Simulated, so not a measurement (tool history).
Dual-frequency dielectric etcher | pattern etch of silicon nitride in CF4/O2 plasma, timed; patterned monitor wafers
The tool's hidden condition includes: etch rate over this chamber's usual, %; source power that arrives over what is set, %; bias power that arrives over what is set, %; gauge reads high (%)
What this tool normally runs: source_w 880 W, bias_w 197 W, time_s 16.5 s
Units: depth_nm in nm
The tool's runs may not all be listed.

run    hour  source_w  bias_w  time_s  wafers since the last listed run  hours since the last wet clean  hours since the last source power generator calibration  hours since the last bias power generator calibration  hours since the last upper electrode change  hours since the gauge calibration  read-back reference wafer on the same gauge, depth_nm  depth_nm
  1     0.0       880     197    16.5                                 0                           304.2                                                   2675.2                                                 4358.3                                       3069.9                              294.3                                                   57.3      59.3
  2    69.6       880     197    16.5                               677                           373.8                                                   2744.8                                                 4427.9                                       3139.5                              363.9                                                   57.3      59.6
  3   113.8       880     173    16.5                               430                           418.0                                                   2789.0                                                 4472.1                                       3183.7                              408.1                                                   57.3      56.2
  4   178.4       880     173    16.5                               628                           482.6                                                   2853.6                                                 4536.7                                       3248.3                              472.7                                                   57.3      56.0
      212.1  -- wet clean of the chamber
  5   219.1       880     173    16.5                               162                             7.0                                                   2894.3                                                 4577.4                                       3289.0                              513.4                                                   57.3      56.5
  6   254.4       880     197    19.0                               343                            42.3                                                   2929.6                                                 4612.7                                       3324.3                              548.7                                                   57.2      67.9
  7   293.6       880     197    19.0                               381                            81.5                                                   2968.8                                                 4651.9                                       3363.5                              587.9                                                   57.4      67.8
  8   318.9       880     197    19.0                               246                           106.8                                                   2994.1                                                 4677.2                                       3388.8                              613.2                                                   57.4      68.0
  9   384.6       880     197    16.5                               639                           172.5                                                   3059.8                                                 4742.9                                       3454.5                              678.9                                                   57.2      59.1
 10   418.5       880     197    16.5                               329                           206.4                                                   3093.7                                                 4776.8                                       3488.4                              712.8                                                   57.4      59.0
 11   471.4       880     213    16.5                               514                           259.3                                                   3146.6                                                 4829.7                                       3541.3                              765.7                                                   57.3      61.3
 12   504.9       880     213    16.5                               325                           292.8                                                   3180.1                                                 4863.2                                       3574.8                              799.2                                                   57.3      60.3
 13   551.4       880     197    16.5                               452                           339.3                                                   3226.6                                                 4909.7                                       3621.3                              845.7                                                   57.3      58.8
 14   580.6       880     197    16.5                               284                           368.5                                                   3255.8                                                 4938.9                                       3650.5                              874.9                                                   57.4      59.2
 15   613.7       880     197    16.5                               322                           401.6                                                   3288.9                                                 4972.0                                       3683.6                              908.0                                                   57.2      59.4
      640.2  -- gauge calibrated
 16   671.2      1000     171    21.5                               559                           459.1                                                   3346.4                                                 5029.5                                       3741.1                               31.0                                                   57.3      84.2
 17   719.3       790     197    20.5                               467                           507.2                                                   3394.5                                                 5077.6                                       3789.2                               79.1                                                   57.3      65.2
      744.0  -- wet clean of the chamber
 18   772.6       880     213    16.5                               285                            28.6                                                   3447.8                                                 5130.9                                       3842.5                              132.4                                                   57.3      60.8
      787.3  -- bias power generator calibrated
 19   816.9       880     197    16.5                               392                            72.9                                                   3492.1                                                   29.6                                       3886.8                              176.7                                                   57.3      59.0
 20   881.0       950     230    14.5                               623                           137.0                                                   3556.2                                                   93.7                                       3950.9                              240.8                                                   57.2      59.3
 21   908.7       880     237    16.5                               269                           164.7                                                   3583.9                                                  121.4                                       3978.6                              268.5                                                   57.4      62.8
 22   937.9       880     172    15.0                               284                           193.9                                                   3613.1                                                  150.6                                       4007.8                              297.7                                                   57.4      51.2
 23   994.9       700     239    20.5                               554                           250.9                                                   3670.1                                                  207.6                                       4064.8                              354.7                                                   57.4      61.6
 24  1041.1      1090     239    15.0                               449                           297.1                                                   3716.3                                                  253.8                                       4111.0                              400.9                                                   57.3      71.0
     1059.1  -- source power generator calibrated
     1104.1  -- upper electrode replaced
 25  1111.2       950     230    14.5                               409                           367.2                                                     52.1                                                  323.9                                          7.1                              471.0                                                   57.2      59.2
 26  1175.8       750     180    18.0                               628                           431.8                                                    116.7                                                  388.5                                         71.7                              535.6                                                   57.3      52.8
 27  1245.0       880     197    16.5                               673                           501.0                                                    185.9                                                  457.7                                        140.9                              604.8                                                   57.2      59.1
 28  1284.5       880     197    16.5                               384                           540.5                                                    225.4                                                  497.2                                        180.4                              644.3                                                   57.4      59.4
 29  1330.6       880     197    16.5                               448                           586.6                                                    271.5                                                  543.3                                        226.5                              690.4                                                   57.3      59.3
 30  1359.6      1070     185    12.5                               282                           615.6                                                    300.5                                                  572.3                                        255.5                              719.4                                                   57.3      53.5
     1397.2  -- wet clean of the chamber
 31  1397.7       880     197    12.5                               137                             0.5                                                    338.6                                                  610.4                                        293.6                              757.5                                                   57.2      44.8

3 ways to go on from here, each from the tool as it stands after run 31. What would each give?
  A  1398.1       880     197    16.5                                 3                             0.9                                                    339.0                                                  610.8                                        294.0                              757.9                                                      ?         ?
  B  1398.1       800     228    16.5                                 3                             0.9                                                    339.0                                                  610.8                                        294.0                              757.9                                                      ?         ?
  C  1398.1      1080     223    18.5                                 3                             0.9                                                    339.0                                                  610.8                                        294.0                              757.9                                                      ?         ?

run  read-back reference wafer on the same gauge, depth_nm  depth_nm
  A                                                   57.3      58.5
  B                                                   57.3      55.7
  C                                                   57.3      84.5
With the hidden condition removed and each run's random variation left untouched, the same runs would have given:
run  depth_nm
  A      58.5
  B      55.7
  C      84.5

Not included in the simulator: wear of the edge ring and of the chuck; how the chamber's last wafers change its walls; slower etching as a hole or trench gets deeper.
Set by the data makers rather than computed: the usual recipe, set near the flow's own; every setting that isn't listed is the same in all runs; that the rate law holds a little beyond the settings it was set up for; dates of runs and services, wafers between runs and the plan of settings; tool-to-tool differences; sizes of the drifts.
